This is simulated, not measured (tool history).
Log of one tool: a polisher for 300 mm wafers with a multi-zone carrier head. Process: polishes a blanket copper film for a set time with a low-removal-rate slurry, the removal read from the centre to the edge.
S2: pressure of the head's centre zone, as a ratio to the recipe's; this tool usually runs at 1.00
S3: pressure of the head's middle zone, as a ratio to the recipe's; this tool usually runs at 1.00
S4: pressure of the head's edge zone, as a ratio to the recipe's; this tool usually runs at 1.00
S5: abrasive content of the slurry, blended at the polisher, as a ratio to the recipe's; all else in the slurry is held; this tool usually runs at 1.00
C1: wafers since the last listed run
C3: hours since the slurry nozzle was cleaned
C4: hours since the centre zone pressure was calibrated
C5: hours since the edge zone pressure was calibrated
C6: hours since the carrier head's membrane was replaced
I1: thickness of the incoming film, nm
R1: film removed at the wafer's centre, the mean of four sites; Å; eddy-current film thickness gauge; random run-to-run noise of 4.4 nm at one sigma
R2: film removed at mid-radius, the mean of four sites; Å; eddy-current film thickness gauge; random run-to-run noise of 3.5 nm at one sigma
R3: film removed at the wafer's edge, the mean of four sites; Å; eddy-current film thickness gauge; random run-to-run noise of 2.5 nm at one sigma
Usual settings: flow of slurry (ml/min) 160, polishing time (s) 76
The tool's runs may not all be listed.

{"run": 1, "day": 0.0, "flow of slurry (ml/min)": 160, "S2": 1.0, "S3": 1.0, "S4": 1.0, "S5": 1.0, "polishing time (s)": 76, "C1": 0, "wafers polished on this pad": 3557, "C3": 485.8, "C4": 772.2, "C5": 204.6, "C6": 103.7, "I1": 1491.6, "R1": 3259, "R2": 3074, "R3": 3112}
{"run": 2, "day": 3.483, "flow of slurry (ml/min)": 160, "S2": 1.0, "S3": 1.0, "S4": 1.0, "S5": 1.0, "polishing time (s)": 76, "C1": 673, "wafers polished on this pad": 4230, "C3": 569.4, "C4": 855.8, "C5": 288.2, "C6": 187.3, "I1": 1478.2, "R1": 3317, "R2": 3110, "R3": 3109}
{"day": 4.229, "done": "centre zone pressure recalibrated"}
{"run": 3, "day": 7.542, "flow of slurry (ml/min)": 160, "S2": 1.03, "S3": 1.0, "S4": 1.12, "S5": 1.0, "polishing time (s)": 66, "C1": 768, "wafers polished on this pad": 4999, "C3": 666.8, "C4": 79.5, "C5": 385.6, "C6": 284.7, "I1": 1482.9, "R1": 2736, "R2": 2665, "R3": 2809}
{"run": 4, "day": 11.775, "flow of slurry (ml/min)": 160, "S2": 0.91, "S3": 0.92, "S4": 1.0, "S5": 1.0, "polishing time (s)": 55, "C1": 818, "wafers polished on this pad": 5818, "C3": 768.4, "C4": 181.1, "C5": 487.2, "C6": 386.3, "I1": 1499.7, "R1": 2047, "R2": 2105, "R3": 2229}
{"day": 12.017, "done": "slurry nozzle cleaned"}
{"run": 5, "day": 14.708, "flow of slurry (ml/min)": 195, "S2": 1.0, "S3": 0.94, "S4": 1.0, "S5": 1.0, "polishing time (s)": 94, "C1": 559, "wafers polished on this pad": 6377, "C3": 64.6, "C4": 251.5, "C5": 557.6, "C6": 456.7, "I1": 1493.7, "R1": 3990, "R2": 3623, "R3": 3865}
{"day": 15.888, "done": "worn pad replaced by a new one"}
{"day": 22.546, "done": "edge zone pressure recalibrated"}
{"run": 6, "day": 22.783, "flow of slurry (ml/min)": 160, "S2": 1.0, "S3": 1.0, "S4": 1.0, "S5": 0.85, "polishing time (s)": 67, "C1": 1513, "wafers polished on this pad": 1317, "C3": 258.4, "C4": 445.3, "C5": 5.7, "C6": 650.5, "I1": 1501.0, "R1": 2710, "R2": 2664, "R3": 2670}
{"day": 26.662, "done": "carrier head's membrane replaced by a new one"}
{"run": 7, "day": 30.675, "flow of slurry (ml/min)": 160, "S2": 1.0, "S3": 1.0, "S4": 1.0, "S5": 1.0, "polishing time (s)": 76, "C1": 1485, "wafers polished on this pad": 2803, "C3": 447.8, "C4": 634.7, "C5": 195.1, "C6": 96.3, "I1": 1484.2, "R1": 3290, "R2": 3108, "R3": 3103}
{"day": 31.758, "done": "centre zone pressure recalibrated"}
{"run": 8, "day": 33.504, "flow of slurry (ml/min)": 160, "S2": 1.0, "S3": 1.05, "S4": 1.0, "S5": 1.25, "polishing time (s)": 76, "C1": 530, "wafers polished on this pad": 3333, "C3": 515.7, "C4": 41.9, "C5": 263.0, "C6": 164.2, "I1": 1459.0, "R1": 3247, "R2": 3430, "R3": 3186}
{"run": 9, "day": 36.125, "flow of slurry (ml/min)": 160, "S2": 1.0, "S3": 0.89, "S4": 1.0, "S5": 1.0, "polishing time (s)": 97, "C1": 506, "wafers polished on this pad": 3840, "C3": 578.6, "C4": 104.8, "C5": 325.9, "C6": 227.1, "I1": 1482.3, "R1": 4045, "R2": 3559, "R3": 3968}
{"run": 10, "day": 39.658, "flow of slurry (ml/min)": 160, "S2": 1.0, "S3": 1.0, "S4": 1.0, "S5": 1.0, "polishing time (s)": 93, "C1": 683, "wafers polished on this pad": 4523, "C3": 663.4, "C4": 189.6, "C5": 410.7, "C6": 311.9, "I1": 1494.5, "R1": 3860, "R2": 3788, "R3": 3724}
{"day": 41.154, "done": "slurry nozzle cleaned"}
{"run": 11, "day": 42.662, "flow of slurry (ml/min)": 160, "S2": 1.0, "S3": 1.0, "S4": 1.0, "S5": 1.0, "polishing time (s)": 76, "C1": 572, "wafers polished on this pad": 5096, "C3": 36.2, "C4": 261.7, "C5": 482.8, "C6": 384.0, "I1": 1485.9, "R1": 3187, "R2": 3139, "R3": 3107}
{"run": 12, "day": 44.804, "flow of slurry (ml/min)": 160, "S2": 1.0, "S3": 0.94, "S4": 0.96, "S5": 0.9, "polishing time (s)": 76, "C1": 414, "wafers polished on this pad": 5510, "C3": 87.6, "C4": 313.1, "C5": 534.2, "C6": 435.4, "I1": 1490.1, "R1": 3157, "R2": 2872, "R3": 2966}
{"run": 13, "day": 46.925, "flow of slurry (ml/min)": 160, "S2": 1.09, "S3": 1.0, "S4": 1.0, "S5": 1.0, "polishing time (s)": 92, "C1": 410, "wafers polished on this pad": 5921, "C3": 138.5, "C4": 364.0, "C5": 585.1, "C6": 486.3, "I1": 1490.3, "R1": 4318, "R2": 3807, "R3": 3701}
{"run": 14, "day": 49.725, "flow of slurry (ml/min)": 160, "S2": 1.0, "S3": 1.0, "S4": 1.0, "S5": 1.0, "polishing time (s)": 76, "C1": 541, "wafers polished on this pad": 6462, "C3": 205.7, "C4": 431.2, "C5": 652.3, "C6": 553.5, "I1": 1481.7, "R1": 3275, "R2": 3083, "R3": 3093}
{"day": 52.412, "done": "worn pad replaced by a new one"}
{"run": 15, "day": 52.433, "flow of slurry (ml/min)": 160, "S2": 1.0, "S3": 0.91, "S4": 1.0, "S5": 1.0, "polishing time (s)": 76, "C1": 491, "wafers polished on this pad": 3, "C3": 270.7, "C4": 496.2, "C5": 717.3, "C6": 618.5, "I1": 1491.3, "R1": 3301, "R2": 2825, "R3": 3100}
{"run": 16, "day": 55.275, "flow of slurry (ml/min)": 185, "S2": 1.0, "S3": 1.05, "S4": 1.0, "S5": 1.0, "polishing time (s)": 76, "C1": 549, "wafers polished on this pad": 553, "C3": 338.9, "C4": 564.4, "C5": 785.5, "C6": 686.7, "I1": 1478.9, "R1": 3371, "R2": 3274, "R3": 3158}
{"day": 56.442, "done": "edge zone pressure recalibrated"}
{"day": 59.679, "done": "carrier head's membrane replaced by a new one"}
{"run": 17, "day": 59.7, "flow of slurry (ml/min)": 185, "S2": 1.0, "S3": 0.91, "S4": 1.0, "S5": 1.0, "polishing time (s)": 76, "C1": 799, "wafers polished on this pad": 1352, "C3": 445.1, "C4": 670.6, "C5": 78.2, "C6": 0.5, "I1": 1495.6, "R1": 3341, "R2": 2919, "R3": 3159}
{"run": 18, "day": 63.029, "flow of slurry (ml/min)": 110, "S2": 1.0, "S3": 1.0, "S4": 0.88, "S5": 1.1, "polishing time (s)": 53, "C1": 643, "wafers polished on this pad": 1996, "C3": 525.0, "C4": 750.5, "C5": 158.1, "C6": 80.4, "I1": 1488.7, "R1": 2283, "R2": 2071, "R3": 1978}
{"run": 19, "day": 65.821, "flow of slurry (ml/min)": 160, "S2": 1.0, "S3": 0.9, "S4": 0.95, "S5": 1.0, "polishing time (s)": 76, "C1": 539, "wafers polished on this pad": 2536, "C3": 592.0, "C4": 817.5, "C5": 225.1, "C6": 147.4, "I1": 1508.2, "R1": 3411, "R2": 2857, "R3": 3002}
{"day": 66.462, "done": "centre zone pressure recalibrated"}
{"run": 20, "day": 68.417, "flow of slurry (ml/min)": 160, "S2": 1.0, "S3": 1.0, "S4": 1.12, "S5": 1.0, "polishing time (s)": 76, "C1": 485, "wafers polished on this pad": 3021, "C3": 654.3, "C4": 46.9, "C5": 287.4, "C6": 209.7, "I1": 1492.5, "R1": 3153, "R2": 3064, "R3": 3256}

List, for all runs, the conditions of the tool that the log does not record:
removal rate lost through wear of the pad, %: 0 across all the runs
slurry flow missing at the pad, %: 0 across all the runs
deviation of the edge zone's pressure from its setpoint, %: 0 across all the runs
H1: deviation of the centre zone's pressure from its setpoint, %
run=1 H1=10.3
run=2 H1=11.6
run=3 H1=-0.409
run=4 H1=1.17
run=5 H1=2.26
run=6 H1=5.27
run=7 H1=8.22
run=8 H1=1.43
run=9 H1=2.41
run=10 H1=3.73
run=11 H1=4.85
run=12 H1=5.65
run=13 H1=6.44
run=14 H1=7.48
run=15 H1=8.49
run=16 H1=9.55
run=17 H1=11.2
run=18 H1=12.4
run=19 H1=13.5
run=20 H1=2.52
